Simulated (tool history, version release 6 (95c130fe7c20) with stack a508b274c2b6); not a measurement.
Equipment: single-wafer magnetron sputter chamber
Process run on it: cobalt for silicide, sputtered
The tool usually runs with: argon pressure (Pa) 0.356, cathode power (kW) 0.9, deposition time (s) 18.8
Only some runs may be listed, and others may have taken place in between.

run	hour	argon pressure (Pa)	cathode power (kW)	deposition time (s)	read-back reference wafer on the same gauge, thickness_nm	mean film thickness on the monitor wafer (Å)
1	0	0.356	0.9	17.1	7.314	73.63
2	31.7	0.461	0.9	18.8	7.31	76.25
# hour 85.5: sputter target and shields replaced
3	86	0.461	0.9	18.8	7.307	76.84
4	135.1	0.461	0.9	18.8	7.317	76.65
5	160.9	0.254	0.9	18.8	7.309	87.1
6	223.4	0.254	0.9	18.8	7.309	87.24
7	279	0.356	0.9	18.8	7.31	81.21
8	326.4	0.356	0.9	18.8	7.309	80.94
9	370.1	0.356	0.9	18.8	7.308	80.05
10	406.3	0.356	0.9	18.8	7.314	79.63
11	446.9	0.356	0.9	18.8	7.303	79
# hour 457.2: sputter target and shields replaced
12	476.4	0.308	0.9	21.1	7.313	94.53
13	543.8	0.308	0.9	21.1	7.303	94.77
# hour 555.6: capacitance manometer re-zeroed and calibrated
14	589.9	0.306	0.9	18.8	7.307	85.77
# hour 599.8: gauge calibrated
15	653.3	0.356	0.9	18.8	7.313	82.71
# hour 713.1: magnet pack replaced
16	714.5	0.356	0.9	18.8	7.314	82.39
17	769.2	0.356	0.9	18.8	7.31	81.75
18	809	0.287	0.7	18.8	7.312	65.82
# hour 876.1: sputter target and shields replaced
19	880.8	0.356	0.9	22.5	7.314	99.65
20	905.8	0.356	0.9	17	7.31	75.4
21	948.7	0.478	1	16.1	7.313	74.25
22	1008.6	0.356	0.9	18.8	7.31	82.71
23	1080.5	0.356	0.8	21.3	7.304	83.37
24	1120.9	0.356	0.9	16.1	7.311	70.29
25	1173.2	0.356	0.9	18.8	7.317	81.93
# hour 1229.2: sputter target and shields replaced
26	1244	0.267	0.85	22.4	7.307	97.71
27	1387.2	0.465	0.7	16.5	7.309	53.31
28	1451.5	0.356	0.9	18.8	7.306	82.16
29	1517.8	0.356	0.9	18.8	7.309	81.76
30	1579.5	0.252	0.9	16.3	7.307	74.23
# hour 1621.6: sputter target and shields replaced
31	1632.5	0.237	1	18.8	7.311	98.8
32	1677.2	0.356	1.05	17.6	7.314	91.13
33	1724.2	0.495	0.7	17.8	7.307	56.69
34	1753.8	0.288	1.1	20.4	7.314	114.4
35	1800.8	0.356	0.9	18.8	7.307	82.29
36	1866.1	0.301	0.75	20.3	7.307	76.42

For each run, the measured value with the value that run would have given without the tool's hidden condition subtracted. The run-to-run variation is shared by both, the gauge scatter possibly not:
Hidden state present: deposition rate above that of a new target (%); true argon pressure above the setpoint (%); gauge reads high (%).
run	mean film thickness on the monitor wafer (Å)
1	-2.4
2	-3.39
3	-2.36
4	-2.5
5	-1.47
6	-1.79
7	-2.84
8	-3.29
9	-3.76
10	-4.21
11	-4.77
12	-2
13	-2.27
14	-0.59
15	-0.97
16	-1.49
17	-2.07
18	-2.04
19	-0.73
20	-0.57
21	-0.72
22	-0.97
23	-1.45
24	-1.53
25	-2.35
26	-0.53
27	-0.84
28	-1.6
29	-2.27
30	-2.55
31	-0.5
32	-0.91
33	-0.97
34	-1.31
35	-1.47
36	-1.72
